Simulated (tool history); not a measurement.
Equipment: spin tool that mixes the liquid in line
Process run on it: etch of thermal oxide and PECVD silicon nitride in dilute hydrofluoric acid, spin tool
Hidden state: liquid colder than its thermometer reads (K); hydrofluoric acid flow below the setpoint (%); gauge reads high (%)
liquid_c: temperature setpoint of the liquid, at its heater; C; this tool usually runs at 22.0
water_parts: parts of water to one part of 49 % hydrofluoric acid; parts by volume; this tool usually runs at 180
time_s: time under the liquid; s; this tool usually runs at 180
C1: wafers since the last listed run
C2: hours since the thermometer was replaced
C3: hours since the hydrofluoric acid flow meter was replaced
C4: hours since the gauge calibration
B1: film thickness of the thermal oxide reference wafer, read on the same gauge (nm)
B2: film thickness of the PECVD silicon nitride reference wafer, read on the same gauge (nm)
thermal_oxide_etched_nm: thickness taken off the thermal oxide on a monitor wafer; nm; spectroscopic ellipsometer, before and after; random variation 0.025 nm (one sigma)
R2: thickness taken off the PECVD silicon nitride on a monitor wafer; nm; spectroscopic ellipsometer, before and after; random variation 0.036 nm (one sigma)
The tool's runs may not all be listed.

Run 1, hour 0.0: usual settings; C1 0; C2 1439.3; C3 626.4; C4 67.0; B1 29.986; B2 99.991. Result: thermal_oxide_etched_nm 3.876 nm, R2 3.142 nm.
Run 2, hour 106.5: usual settings; C1 939; C2 1545.8; C3 732.9; C4 173.5; B1 29.979; B2 100.007. Result: thermal_oxide_etched_nm 3.832 nm, R2 3.120 nm.
Run 3, hour 174.5: usual settings; C1 599; C2 1613.8; C3 800.9; C4 241.5; B1 30.017; B2 100.015. Result: thermal_oxide_etched_nm 3.853 nm, R2 3.149 nm.
Run 4, hour 235.9: usual settings; C1 541; C2 1675.2; C3 862.3; C4 302.9; B1 29.946; B2 100.006. Result: thermal_oxide_etched_nm 3.822 nm, R2 3.190 nm.
Run 5, hour 331.4: usual settings; C1 842; C2 1770.7; C3 957.8; C4 398.4; B1 29.955; B2 99.956. Result: thermal_oxide_etched_nm 3.793 nm, R2 3.141 nm.
Run 6, hour 407.4: usual settings; C1 670; C2 1846.7; C3 1033.8; C4 474.4; B1 30.011; B2 100.021. Result: thermal_oxide_etched_nm 3.736 nm, R2 3.071 nm.
Run 7, hour 463.2: usual settings; C1 492; C2 1902.5; C3 1089.6; C4 530.2; B1 29.976; B2 100.004. Result: thermal_oxide_etched_nm 3.767 nm, R2 3.054 nm.
Run 8, hour 510.1: usual settings; C1 413; C2 1949.4; C3 1136.5; C4 577.1; B1 29.998; B2 99.994. Result: thermal_oxide_etched_nm 3.784 nm, R2 3.071 nm.
Run 9, hour 547.8: usual settings; C1 332; C2 1987.1; C3 1174.2; C4 614.8; B1 29.994; B2 99.993. Result: thermal_oxide_etched_nm 3.776 nm, R2 3.088 nm.
Run 10, hour 837.8: usual settings but water_parts 205 parts by volume; C1 2557; C2 2277.1; C3 1464.2; C4 904.8; B1 30.004; B2 100.026. Result: thermal_oxide_etched_nm 3.174 nm, R2 2.730 nm.
At hour 885.0: hydrofluoric acid flow meter replaced.
Run 11, hour 944.3: usual settings but liquid_c 17.0 C, water_parts 150 parts by volume, time_s 150 s; C1 930; C2 2383.6; C3 59.3; C4 1011.3; B1 29.990; B2 99.981. Result: thermal_oxide_etched_nm 3.023 nm, R2 2.050 nm.
At hour 982.0: thermometer replaced.
At hour 989.3: gauge calibrated.
Run 12, hour 1023.6: usual settings but liquid_c 17.5 C, water_parts 145 parts by volume, time_s 115 s; C1 690; C2 41.6; C3 138.6; C4 34.3; B1 29.960; B2 100.015. Result: thermal_oxide_etched_nm 2.437 nm, R2 1.722 nm.
At hour 1078.9: hydrofluoric acid flow meter replaced, repeated, since the last time left the tool worse.
Run 13, hour 1091.0: usual settings but liquid_c 18.0 C, water_parts 120 parts by volume, time_s 255 s; C1 585; C2 109.0; C3 12.1; C4 101.7; B1 29.993; B2 100.011. Result: thermal_oxide_etched_nm 7.598 nm, R2 5.137 nm.
Run 14, hour 1150.4: usual settings but time_s 130 s; C1 523; C2 168.4; C3 71.5; C4 161.1; B1 29.987; B2 100.022. Result: thermal_oxide_etched_nm 2.842 nm, R2 2.308 nm.
Run 15, hour 1191.7: usual settings but liquid_c 18.0 C, water_parts 245 parts by volume, time_s 150 s; C1 364; C2 209.7; C3 112.8; C4 202.4; B1 29.989; B2 100.028. Result: thermal_oxide_etched_nm 1.929 nm, R2 1.548 nm.
Run 16, hour 1284.2: usual settings; C1 815; C2 302.2; C3 205.3; C4 294.9; B1 30.031; B2 100.003. Result: thermal_oxide_etched_nm 3.935 nm, R2 3.262 nm.
Run 17, hour 1347.3: usual settings but water_parts 130 parts by volume; C1 556; C2 365.3; C3 268.4; C4 358.0; B1 30.037; B2 100.003. Result: thermal_oxide_etched_nm 5.731 nm, R2 4.383 nm.
Run 18, hour 1446.2: usual settings but water_parts 140 parts by volume, time_s 145 s; C1 872; C2 464.2; C3 367.3; C4 456.9; B1 29.995; B2 100.015. Result: thermal_oxide_etched_nm 4.249 nm, R2 3.273 nm.
Run 19, hour 1483.5: usual settings; C1 328; C2 501.5; C3 404.6; C4 494.2; B1 30.040; B2 99.993. Result: thermal_oxide_etched_nm 3.847 nm, R2 3.192 nm.

4 ways to go on from here, each from the tool as it stands after run 19. What would each give?
Run A, hour 1484.0: usual settings; C1 4; C2 502.0; C3 405.1; C4 494.7; B1 ?; B2 ?. Result: thermal_oxide_etched_nm ?, R2 ?.
Run B, hour 1484.0: usual settings but liquid_c 24.0 C; C1 4; C2 502.0; C3 405.1; C4 494.7; B1 ?; B2 ?. Result: thermal_oxide_etched_nm ?, R2 ?.
Run C, hour 1484.0: usual settings but liquid_c 26.5 C, water_parts 240 parts by volume; C1 4; C2 502.0; C3 405.1; C4 494.7; B1 ?; B2 ?. Result: thermal_oxide_etched_nm ?, R2 ?.
Run D, hour 1484.0: usual settings but liquid_c 26.0 C, water_parts 230 parts by volume; C1 4; C2 502.0; C3 405.1; C4 494.7; B1 ?; B2 ?. Result: thermal_oxide_etched_nm ?, R2 ?.

run      B1       B2  thermal_oxide_etched_nm     R2
  A  30.005  100.003                    3.889  3.162
  B  30.005  100.003                    4.194  3.595
  C  30.005  100.003                    3.222  3.153
  D  30.005  100.003                    3.340  3.192
With no hidden state in the tool, these same runs would have given:
run  thermal_oxide_etched_nm     R2
  A                    3.957  3.208
  B                    4.268  3.648
  C                    3.282  3.200
  D                    3.402  3.239
